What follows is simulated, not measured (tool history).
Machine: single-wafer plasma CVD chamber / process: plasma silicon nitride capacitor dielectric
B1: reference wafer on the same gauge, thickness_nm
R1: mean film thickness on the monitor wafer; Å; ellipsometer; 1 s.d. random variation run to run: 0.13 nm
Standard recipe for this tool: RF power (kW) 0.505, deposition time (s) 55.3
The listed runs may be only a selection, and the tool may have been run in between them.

Run 1, hour 0: usual settings but deposition time (s) 47.8; B1 92.93. Result: R1 736.03 Å.
Run 2, hour 19.7: usual settings but deposition time (s) 47.8; B1 92.883. Result: R1 737.7 Å.
Run 3, hour 48.6: usual settings but deposition time (s) 62; B1 92.879. Result: R1 954.15 Å.
Run 4, hour 67.5: usual settings but RF power (kW) 0.44; B1 92.916. Result: R1 819 Å.
Run 5, hour 87.3: usual settings; B1 92.891. Result: R1 849.07 Å.
Run 6, hour 117.3: usual settings; B1 92.978. Result: R1 850.9 Å.
At hour 130.4: RF generator calibrated.
Run 7, hour 136.8: usual settings but RF power (kW) 0.475; B1 92.902. Result: R1 859.92 Å.
Run 8, hour 153.6: usual settings but deposition time (s) 49.1; B1 92.899. Result: R1 774.38 Å.
At hour 158.3: gauge calibrated.
Run 9, hour 173.5: usual settings; B1 92.909. Result: R1 872.9 Å.
At hour 192: showerhead replaced, of another model than before.
Run 10, hour 206.6: usual settings but RF power (kW) 0.54, deposition time (s) 62.3; B1 92.905. Result: R1 1006.43 Å.
Run 11, hour 278: usual settings but RF power (kW) 0.455, deposition time (s) 64.7; B1 92.854. Result: R1 981.2 Å.
Run 12, hour 311.8: usual settings; B1 92.912. Result: R1 871.1 Å.
Run 13, hour 342: usual settings but deposition time (s) 51.9; B1 92.914. Result: R1 815.55 Å.
Run 14, hour 354.9: usual settings but deposition time (s) 58.9; B1 92.924. Result: R1 923.21 Å.

Branching from run 14: 3 alternative next runs. What would each branch give?
Run A, hour 355.3: usual settings but RF power (kW) 0.42; B1 ?. Result: R1 ?.
Run B, hour 355.3: usual settings but RF power (kW) 0.58, deposition time (s) 46.8; B1 ?. Result: R1 ?.
Run C, hour 355.3: usual settings but RF power (kW) 0.6, deposition time (s) 51.3; B1 ?. Result: R1 ?.

run      B1      R1
  A  92.886  811.39
  B  92.886  770.59
  C  92.886  854.66
The same runs, with their run-to-run variation unchanged, on a tool lacking any hidden condition would have given:
run      R1
  A  816.87
  B   775.8
  C  860.43
